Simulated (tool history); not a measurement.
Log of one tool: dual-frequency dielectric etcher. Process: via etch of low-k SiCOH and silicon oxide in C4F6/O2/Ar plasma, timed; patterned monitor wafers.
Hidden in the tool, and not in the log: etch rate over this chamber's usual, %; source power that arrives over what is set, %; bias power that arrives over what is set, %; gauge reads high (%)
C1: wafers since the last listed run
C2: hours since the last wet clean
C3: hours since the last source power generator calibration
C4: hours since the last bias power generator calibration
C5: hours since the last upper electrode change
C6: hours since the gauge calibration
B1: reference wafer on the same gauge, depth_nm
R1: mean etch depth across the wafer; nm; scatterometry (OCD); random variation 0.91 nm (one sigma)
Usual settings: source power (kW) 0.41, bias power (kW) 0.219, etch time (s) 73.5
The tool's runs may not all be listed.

Run 1, hour 0: usual settings; C1 0; C2 194.4; C3 3388.8; C4 1020.3; C5 2439.1; C6 942.9; B1 251.1. Result: R1 238.8 nm.
Run 2, hour 104.7: usual settings; C1 921; C2 299.1; C3 3493.5; C4 1125; C5 2543.8; C6 1047.6; B1 251.2. Result: R1 237.8 nm.
At hour 219.5: wet clean of the chamber.
Run 3, hour 220: usual settings; C1 803; C2 0.5; C3 3608.8; C4 1240.3; C5 2659.1; C6 1162.9; B1 251. Result: R1 244.2 nm.
Run 4, hour 239.9: usual settings; C1 175; C2 20.4; C3 3628.7; C4 1260.2; C5 2679; C6 1182.8; B1 251.1. Result: R1 245.6 nm.
Run 5, hour 316.6: usual settings; C1 675; C2 97.1; C3 3705.4; C4 1336.9; C5 2755.7; C6 1259.5; B1 251.1. Result: R1 242.1 nm.
Run 6, hour 365.6: usual settings but source power (kW) 0.48, etch time (s) 56.5; C1 431; C2 146.1; C3 3754.4; C4 1385.9; C5 2804.7; C6 1308.5; B1 251.1. Result: R1 198 nm.
At hour 613.9: wet clean of the chamber.
Run 7, hour 614.4: usual settings but source power (kW) 0.48, etch time (s) 56.5; C1 1978; C2 0.5; C3 4003.2; C4 1634.7; C5 3053.5; C6 1557.3; B1 250.9. Result: R1 202.4 nm.
At hour 621.4: bias power generator calibrated.
Run 8, hour 710: usual settings but source power (kW) 0.48, etch time (s) 56.5; C1 806; C2 96.1; C3 4098.8; C4 88.6; C5 3149.1; C6 1652.9; B1 251.1. Result: R1 196.3 nm.
Run 9, hour 810.8: usual settings; C1 887; C2 196.9; C3 4199.6; C4 189.4; C5 3249.9; C6 1753.7; B1 251.1. Result: R1 237.6 nm.
At hour 882.8: source power generator calibrated.
Run 10, hour 896: usual settings; C1 714; C2 282.1; C3 13.2; C4 274.6; C5 3335.1; C6 1838.9; B1 250.8. Result: R1 237.2 nm.
Run 11, hour 933.8: usual settings; C1 332; C2 319.9; C3 51; C4 312.4; C5 3372.9; C6 1876.7; B1 251. Result: R1 236.1 nm.
At hour 998.7: upper electrode replaced.
Run 12, hour 1026.4: usual settings; C1 603; C2 412.5; C3 143.6; C4 405; C5 27.7; C6 1969.3; B1 251. Result: R1 234.7 nm.
At hour 1047.2: gauge calibrated.
At hour 1065.7: wet clean of the chamber.
Run 13, hour 1080.8: usual settings but source power (kW) 0.36; C1 267; C2 15.1; C3 198; C4 459.4; C5 82.1; C6 33.6; B1 251. Result: R1 234.1 nm.
Run 14, hour 1161.2: usual settings; C1 707; C2 95.5; C3 278.4; C4 539.8; C5 162.5; C6 114; B1 250.9. Result: R1 242.2 nm.
Run 15, hour 1233.6: usual settings; C1 637; C2 167.9; C3 350.8; C4 612.2; C5 234.9; C6 186.4; B1 251.2. Result: R1 242.9 nm.
Run 16, hour 1285.8: usual settings but source power (kW) 0.48, bias power (kW) 0.201, etch time (s) 61.5; C1 459; C2 220.1; C3 403; C4 664.4; C5 287.1; C6 238.6; B1 250.9. Result: R1 204.3 nm.
Run 17, hour 1385.7: usual settings but source power (kW) 0.51, etch time (s) 94.5; C1 879; C2 320; C3 502.9; C4 764.3; C5 387; C6 338.5; B1 251.2. Result: R1 334.9 nm.
At hour 1469.9: wet clean of the chamber.
Run 18, hour 1470.4: usual settings but bias power (kW) 0.268, etch time (s) 53.5; C1 534; C2 0.5; C3 587.6; C4 849; C5 471.7; C6 423.2; B1 250.7. Result: R1 198.1 nm.
Run 19, hour 1518.1: usual settings but source power (kW) 0.38, etch time (s) 67; C1 419; C2 48.2; C3 635.3; C4 896.7; C5 519.4; C6 470.9; B1 250.5. Result: R1 216.3 nm.
Run 20, hour 1618: usual settings; C1 879; C2 148.1; C3 735.2; C4 996.6; C5 619.3; C6 570.8; B1 251.2. Result: R1 243.4 nm.
Run 21, hour 1699.3: usual settings but source power (kW) 0.44, etch time (s) 61; C1 715; C2 229.4; C3 816.5; C4 1077.9; C5 700.6; C6 652.1; B1 250.6. Result: R1 205.7 nm.
Run 22, hour 1792.3: usual settings; C1 818; C2 322.4; C3 909.5; C4 1170.9; C5 793.6; C6 745.1; B1 251. Result: R1 241.6 nm.
Run 23, hour 1862.6: usual settings but bias power (kW) 0.194, etch time (s) 83; C1 618; C2 392.7; C3 979.8; C4 1241.2; C5 863.9; C6 815.4; B1 250.8. Result: R1 252 nm.
Run 24, hour 1916.1: usual settings but source power (kW) 0.37, etch time (s) 85; C1 470; C2 446.2; C3 1033.3; C4 1294.7; C5 917.4; C6 868.9; B1 250.8. Result: R1 263 nm.

The same runs without the tool's hidden state, with the same run-to-run variation:
run     R1
  1    243
  2  243.7
  3  242.2
  4  243.9
  5  241.6
  6  198.2
  7  198.9
  8  198.2
  9  241.9
 10  243.3
 11    243
 12  243.4
 13  232.2
 14  241.7
 15  243.7
 16  205.9
 17  339.9
 18  195.9
 19  214.6
 20  243.1
 21  206.6
 22  244.2
 23  256.1
 24    268
